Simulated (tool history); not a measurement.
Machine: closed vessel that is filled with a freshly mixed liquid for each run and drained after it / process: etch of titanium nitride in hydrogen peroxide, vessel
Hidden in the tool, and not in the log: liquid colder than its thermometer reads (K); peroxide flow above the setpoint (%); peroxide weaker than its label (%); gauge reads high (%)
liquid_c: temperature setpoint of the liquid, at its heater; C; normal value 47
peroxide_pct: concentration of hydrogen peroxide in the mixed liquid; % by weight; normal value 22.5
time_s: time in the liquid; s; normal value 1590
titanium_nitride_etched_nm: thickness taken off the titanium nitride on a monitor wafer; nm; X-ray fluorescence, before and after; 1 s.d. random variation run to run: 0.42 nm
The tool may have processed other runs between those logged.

run	day	liquid_c	peroxide_pct	time_s	wafers since the last listed run	hours since the thermometer was replaced	hours since the peroxide flow meter was replaced	hours since the drum of peroxide was connected	hours since the gauge calibration	read-back film thickness of the titanium nitride reference wafer, read on the same gauge (nm)	titanium_nitride_etched_nm
1	0	47	22.5	1995	0	2012.7	655.4	691.3	499.8	130	44.63
2	0.583	40	22.5	1590	620	2026.7	669.4	705.3	513.8	129.98	21.19
3	1.496	40	22.5	1590	971	2048.6	691.3	727.2	535.7	130	21.32
4	2.562	40	22.5	1590	1135	2074.2	716.9	752.8	561.3	130.03	21.26
5	3.158	40.5	22.5	1850	634	2088.5	731.2	767.1	575.6	130	25.69
6	5.279	40.5	22.5	1850	2257	2139.4	782.1	818	626.5	130.01	25.12
7	6.117	40.5	22.5	1850	891	2159.5	802.2	838.1	646.6	130.01	25.33
8	6.638	47	17.5	1145	554	2172	814.7	850.6	659.1	130.04	24.44
9	7.254	47	22.5	1590	656	2186.8	829.5	865.4	673.9	130.02	35.82
10	8.054	47	22.5	1590	851	2206	848.7	884.6	693.1	130	35.38
11	8.679	47	22.5	1590	665	2221	863.7	899.6	708.1	129.99	35.67
12	10.104	47	22.5	1590	1516	2255.2	897.9	933.8	742.3	130.01	34.82
13	11.583	47	22.5	1590	1574	2290.7	933.4	969.3	777.8	129.99	35.45
# day 12.467: gauge calibrated
14	12.925	56	26.5	1590	1427	2322.9	965.6	1001.5	11	130.03	70.97
15	13.992	47	22.5	1995	1135	2348.5	991.2	1027.1	36.6	130.02	44.01
16	14.612	40.5	22.5	1590	660	2363.4	1006.1	1042	51.5	130	21.25
17	16.079	47	22.5	1325	1560	2398.6	1041.3	1077.2	86.7	130.02	29.43
# day 16.504: new drum of peroxide connected
18	18.312	47	17.5	1340	2332	2452.2	1094.9	43.4	140.3	130.04	28.12
# day 19.417: thermometer replaced
# day 19.504: peroxide flow meter replaced
19	19.604	50.5	24.5	1590	1285	4.5	2.4	74.4	171.3	130.01	54.17
20	20.558	49.5	22.5	1590	1015	27.4	25.3	97.3	194.2	130	49.61
21	21.475	47	22.5	1590	975	49.4	47.3	119.3	216.2	130.02	41.53
22	22.854	47	17.5	1590	1467	82.5	80.4	152.4	249.3	130	38.64
23	24.333	47	22.5	1590	1574	118	115.9	187.9	284.8	130	40.62
24	25.754	47	19.5	890	1512	152.1	150	222	318.9	130.02	22.24
25	26.608	37.5	22.5	2340	909	172.6	170.5	242.5	339.4	130.04	29.19
26	28.908	47	16.5	1590	2447	227.8	225.7	297.7	394.6	130.01	38.13
27	30.15	47	22.5	1590	1321	257.6	255.5	327.5	424.4	130.01	41.23
28	31.479	38	19.5	2385	1414	289.5	287.4	359.4	456.3	130.04	29.9

Forecast each of these 5 alternatives for the next run:
A	31.525	38	22.5	1590	48	290.6	288.5	360.5	457.4	?	?
B	31.525	51	22.5	1590	48	290.6	288.5	360.5	457.4	?	?
C	31.525	47	20.5	1590	48	290.6	288.5	360.5	457.4	?	?
D	31.525	56.5	16.5	2305	48	290.6	288.5	360.5	457.4	?	?
E	31.525	43.5	22.5	1590	48	290.6	288.5	360.5	457.4	?	?

run	read-back film thickness of the titanium nitride reference wafer, read on the same gauge (nm)	titanium_nitride_etched_nm
A	129.99	20.53
B	129.99	54.46
C	129.99	39.87
D	129.99	109.09
E	129.99	31.32
The same runs, with their run-to-run variation unchanged, on a tool lacking any hidden condition would have given:
run	titanium_nitride_etched_nm
A	21.48
B	56.78
C	41.61
D	113.58
E	32.72
